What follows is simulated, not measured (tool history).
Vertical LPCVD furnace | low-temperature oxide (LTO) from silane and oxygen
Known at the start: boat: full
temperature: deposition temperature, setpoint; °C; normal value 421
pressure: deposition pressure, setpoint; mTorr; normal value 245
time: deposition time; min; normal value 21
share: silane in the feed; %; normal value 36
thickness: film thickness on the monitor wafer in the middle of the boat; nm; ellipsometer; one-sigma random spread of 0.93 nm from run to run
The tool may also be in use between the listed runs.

| run | hour | temperature | pressure | time | share | wafers since the last listed run | hours since the last temperature calibration | hours since the pressure gauge was zeroed | hours since the silane flow controller was replaced | hours since the gauge calibration | read-back reference wafer on the same gauge, thickness | thickness |
|---|---|---|---|---|---|---|---|---|---|---|---|---|
| 1 | 0 | 418 | 245 | 27 | 36 | 0 | 1831.8 | 1583.4 | 1384.2 | 675.1 | 192.15 | 294.83 |
| 2 | 41.7 | 418 | 245 | 27 | 36 | 550 | 1873.5 | 1625.1 | 1425.9 | 716.8 | 192.2 | 298.21 |
| 3 | 95.7 | 418 | 245 | 27 | 36 | 713 | 1927.5 | 1679.1 | 1479.9 | 770.8 | 191.96 | 297.05 |
| 4 | 297.8 | 421 | 245 | 21 | 36 | 2670 | 2129.6 | 1881.2 | 1682 | 972.9 | 191.99 | 238.89 |
| 5 | 338.8 | 421 | 230 | 21 | 36 | 541 | 2170.6 | 1922.2 | 1723 | 1013.9 | 191.97 | 224.49 |
| 6 | 388.4 | 421 | 245 | 24.5 | 36 | 655 | 2220.2 | 1971.8 | 1772.6 | 1063.5 | 192.22 | 279.87 |
| 7 | 440.5 | 421 | 245 | 24.5 | 36 | 688 | 2272.3 | 2023.9 | 1824.7 | 1115.6 | 191.8 | 277.18 |
| 8 | 493.1 | 421 | 245 | 21 | 36 | 694 | 2324.9 | 2076.5 | 1877.3 | 1168.2 | 192.01 | 240.39 |
|  | 538.4 | thermocouples replaced and temperature profile calibrated |
|  | 555.3 | gauge calibrated |
| 9 | 570.6 | 421 | 245 | 21 | 36 | 706 | 32.2 | 2154 | 1954.8 | 15.3 | 191.81 | 232.4 |
| 10 | 628.2 | 421 | 245 | 21 | 36 | 760 | 89.8 | 2211.6 | 2012.4 | 72.9 | 191.99 | 231.63 |
| 11 | 685.6 | 421 | 245 | 21 | 36 | 758 | 147.2 | 2269 | 2069.8 | 130.3 | 192.3 | 230.29 |
|  | 716.4 | silane flow controller replaced |
| 12 | 756.6 | 421 | 245 | 13.5 | 36 | 620 | 218.2 | 2340 | 40.2 | 201.3 | 192.23 | 148.95 |
| 13 | 786.4 | 421 | 205 | 21 | 36 | 393 | 248 | 2369.8 | 70 | 231.1 | 191.96 | 191.66 |
| 14 | 857.3 | 421 | 280 | 19 | 36 | 936 | 318.9 | 2440.7 | 140.9 | 302 | 191.95 | 239.52 |
| 15 | 946.3 | 421 | 245 | 21 | 33 | 1175 | 407.9 | 2529.7 | 229.9 | 391 | 191.85 | 205.12 |
| 16 | 987.3 | 421 | 245 | 21 | 36 | 541 | 448.9 | 2570.7 | 270.9 | 432 | 192.04 | 230.56 |
| 17 | 1012.5 | 415 | 285 | 21 | 36 | 332 | 474.1 | 2595.9 | 296.1 | 457.2 | 191.91 | 253.39 |
|  | 1076.5 | pressure gauge zeroed |
| 18 | 1077.5 | 421 | 245 | 21 | 36 | 541 | 539.1 | 1 | 361.1 | 522.2 | 192.18 | 241.64 |
| 19 | 1118.7 | 421 | 245 | 14 | 36 | 544 | 580.3 | 42.2 | 402.3 | 563.4 | 191.77 | 160.36 |
| 20 | 1167.3 | 421 | 245 | 21 | 36 | 642 | 628.9 | 90.8 | 450.9 | 612 | 191.95 | 240.4 |
| 21 | 1221.3 | 421 | 290 | 21 | 29 | 713 | 682.9 | 144.8 | 504.9 | 666 | 192.03 | 212.31 |
| 22 | 1354.8 | 429 | 290 | 28 | 40 | 1763 | 816.4 | 278.3 | 638.4 | 799.5 | 192.29 | 463.37 |

5 ways to go on from here, each from the tool as it stands after run 22. What would each give?
| A | 1358.4 | 421 | 245 | 21 | 36 | 47 | 820 | 281.9 | 642 | 803.1 | ? | ? |
| B | 1358.4 | 421 | 185 | 28 | 39 | 47 | 820 | 281.9 | 642 | 803.1 | ? | ? |
| C | 1358.4 | 421 | 220 | 29 | 36 | 47 | 820 | 281.9 | 642 | 803.1 | ? | ? |
| D | 1358.4 | 417 | 285 | 13.5 | 33 | 47 | 820 | 281.9 | 642 | 803.1 | ? | ? |
| E | 1358.4 | 421 | 245 | 28.5 | 33 | 47 | 820 | 281.9 | 642 | 803.1 | ? | ? |

| run | read-back reference wafer on the same gauge, thickness | thickness |
|---|---|---|
| A | 191.88 | 241.06 |
| B | 191.88 | 266.6 |
| C | 191.88 | 298.72 |
| D | 191.88 | 154.5 |
| E | 191.88 | 292.53 |
Had the tool no hidden state, the same runs would have come out as:
| run | thickness |
|---|---|
| A | 241.25 |
| B | 267.36 |
| C | 299.16 |
| D | 154.46 |
| E | 292.72 |

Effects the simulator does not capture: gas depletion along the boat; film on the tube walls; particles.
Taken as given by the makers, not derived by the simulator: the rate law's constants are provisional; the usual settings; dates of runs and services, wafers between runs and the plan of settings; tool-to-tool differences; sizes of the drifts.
